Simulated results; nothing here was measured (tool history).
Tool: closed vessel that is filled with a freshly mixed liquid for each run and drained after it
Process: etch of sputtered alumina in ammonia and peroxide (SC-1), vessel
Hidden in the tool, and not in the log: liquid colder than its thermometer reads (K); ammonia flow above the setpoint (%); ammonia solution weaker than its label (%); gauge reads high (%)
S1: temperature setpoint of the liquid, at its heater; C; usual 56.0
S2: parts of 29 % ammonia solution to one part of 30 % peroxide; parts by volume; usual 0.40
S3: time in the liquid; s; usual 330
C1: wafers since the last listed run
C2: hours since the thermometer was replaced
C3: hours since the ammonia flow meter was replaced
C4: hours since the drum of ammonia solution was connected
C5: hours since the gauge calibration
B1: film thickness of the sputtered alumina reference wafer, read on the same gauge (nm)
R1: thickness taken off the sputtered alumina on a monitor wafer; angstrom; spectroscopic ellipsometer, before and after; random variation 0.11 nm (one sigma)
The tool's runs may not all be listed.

| run | day | S1 | S2 | S3 | C1 | C2 | C3 | C4 | C5 | B1 | R1 |
|---|---|---|---|---|---|---|---|---|---|---|---|
| 1 | 0.000 | 56.0 | 0.25 | 330 | 0 | 2959.3 | 1626.1 | 856.8 | 76.5 | 129.98 | 238.7 |
| 2 | 0.512 | 56.0 | 0.40 | 215 | 656 | 2971.6 | 1638.4 | 869.1 | 88.8 | 129.97 | 162.9 |
| 3 | 1.242 | 56.0 | 0.40 | 215 | 934 | 2989.1 | 1655.9 | 886.6 | 106.3 | 130.00 | 162.6 |
| 4 | 1.746 | 56.0 | 0.40 | 330 | 645 | 3001.2 | 1668.0 | 898.7 | 118.4 | 129.97 | 249.1 |
| 5 | 3.871 | 56.0 | 0.40 | 330 | 2722 | 3052.2 | 1719.0 | 949.7 | 169.4 | 130.01 | 247.3 |
| 6 | 4.304 | 56.0 | 0.40 | 330 | 555 | 3062.6 | 1729.4 | 960.1 | 179.8 | 129.99 | 250.6 |
| 7 | 4.796 | 56.0 | 0.40 | 330 | 629 | 3074.4 | 1741.2 | 971.9 | 191.6 | 130.01 | 247.8 |
| 8 | 5.450 | 56.0 | 0.40 | 330 | 837 | 3090.1 | 1756.9 | 987.6 | 207.3 | 130.02 | 248.8 |
| 9 | 5.958 | 56.0 | 0.40 | 330 | 651 | 3102.3 | 1769.1 | 999.8 | 219.5 | 130.01 | 249.0 |
|  | 6.079 | new drum of ammonia solution connected |
| 10 | 6.600 | 56.0 | 0.55 | 270 | 768 | 3117.7 | 1784.5 | 12.5 | 234.9 | 130.01 | 209.7 |
| 11 | 7.238 | 56.0 | 0.55 | 270 | 816 | 3133.0 | 1799.8 | 27.8 | 250.2 | 130.01 | 208.5 |
| 12 | 7.862 | 56.0 | 0.40 | 450 | 800 | 3148.0 | 1814.8 | 42.8 | 265.2 | 129.99 | 336.5 |
| 13 | 8.496 | 56.0 | 0.40 | 450 | 811 | 3163.2 | 1830.0 | 58.0 | 280.4 | 130.03 | 338.9 |
| 14 | 9.212 | 56.0 | 0.40 | 450 | 918 | 3180.4 | 1847.2 | 75.2 | 297.6 | 130.02 | 336.4 |
| 15 | 9.612 | 50.0 | 0.40 | 330 | 512 | 3190.0 | 1856.8 | 84.8 | 307.2 | 130.02 | 178.1 |
|  | 9.888 | ammonia flow meter replaced |
| 16 | 9.962 | 49.0 | 0.45 | 160 | 394 | 3198.4 | 1.8 | 93.2 | 315.6 | 129.97 | 82.4 |
| 17 | 10.246 | 56.0 | 0.55 | 470 | 362 | 3205.2 | 8.6 | 100.0 | 322.4 | 130.01 | 363.6 |
|  | 10.300 | thermometer replaced |
| 18 | 10.604 | 49.5 | 0.50 | 475 | 405 | 7.3 | 17.2 | 108.6 | 331.0 | 129.98 | 298.2 |
| 19 | 10.912 | 56.0 | 0.50 | 435 | 394 | 14.7 | 24.6 | 116.0 | 338.4 | 129.98 | 388.6 |
| 20 | 11.650 | 51.5 | 0.30 | 500 | 944 | 32.4 | 42.3 | 133.7 | 356.1 | 130.00 | 334.5 |
| 21 | 12.029 | 56.0 | 0.40 | 330 | 485 | 41.5 | 51.4 | 142.8 | 365.2 | 130.00 | 286.2 |
|  | 12.388 | gauge calibrated |
| 22 | 12.475 | 51.5 | 0.30 | 430 | 571 | 52.2 | 62.1 | 153.5 | 2.1 | 130.00 | 288.3 |
| 23 | 13.121 | 61.5 | 0.45 | 470 | 827 | 67.7 | 77.6 | 169.0 | 17.6 | 130.01 | 550.9 |
| 24 | 13.762 | 56.0 | 0.40 | 330 | 821 | 83.1 | 93.0 | 184.4 | 33.0 | 130.01 | 287.7 |
| 25 | 14.108 | 59.0 | 0.35 | 460 | 443 | 91.4 | 101.3 | 192.7 | 41.3 | 130.02 | 464.0 |
| 26 | 14.758 | 56.0 | 0.40 | 330 | 832 | 107.0 | 116.9 | 208.3 | 56.9 | 130.00 | 286.7 |
| 27 | 15.238 | 56.0 | 0.40 | 330 | 613 | 118.5 | 128.4 | 219.8 | 68.4 | 129.98 | 284.8 |
| 28 | 15.625 | 56.0 | 0.40 | 330 | 496 | 127.8 | 137.7 | 229.1 | 77.7 | 129.99 | 287.1 |
| 29 | 16.054 | 61.0 | 0.55 | 330 | 549 | 138.1 | 148.0 | 239.4 | 88.0 | 130.00 | 383.4 |

Forecast each of these 3 alternatives for the next run:
| A | 16.083 | 56.0 | 0.40 | 330 | 37 | 138.8 | 148.7 | 240.1 | 88.7 | ? | ? |
| B | 16.083 | 56.0 | 0.40 | 455 | 37 | 138.8 | 148.7 | 240.1 | 88.7 | ? | ? |
| C | 16.083 | 56.0 | 0.20 | 205 | 37 | 138.8 | 148.7 | 240.1 | 88.7 | ? | ? |

| run | B1 | R1 |
|---|---|---|
| A | 129.99 | 287.5 |
| B | 129.99 | 396.4 |
| C | 129.99 | 167.2 |
Without the tool's hidden state the same runs would have given:
| run | R1 |
|---|---|
| A | 291.0 |
| B | 401.2 |
| C | 169.3 |

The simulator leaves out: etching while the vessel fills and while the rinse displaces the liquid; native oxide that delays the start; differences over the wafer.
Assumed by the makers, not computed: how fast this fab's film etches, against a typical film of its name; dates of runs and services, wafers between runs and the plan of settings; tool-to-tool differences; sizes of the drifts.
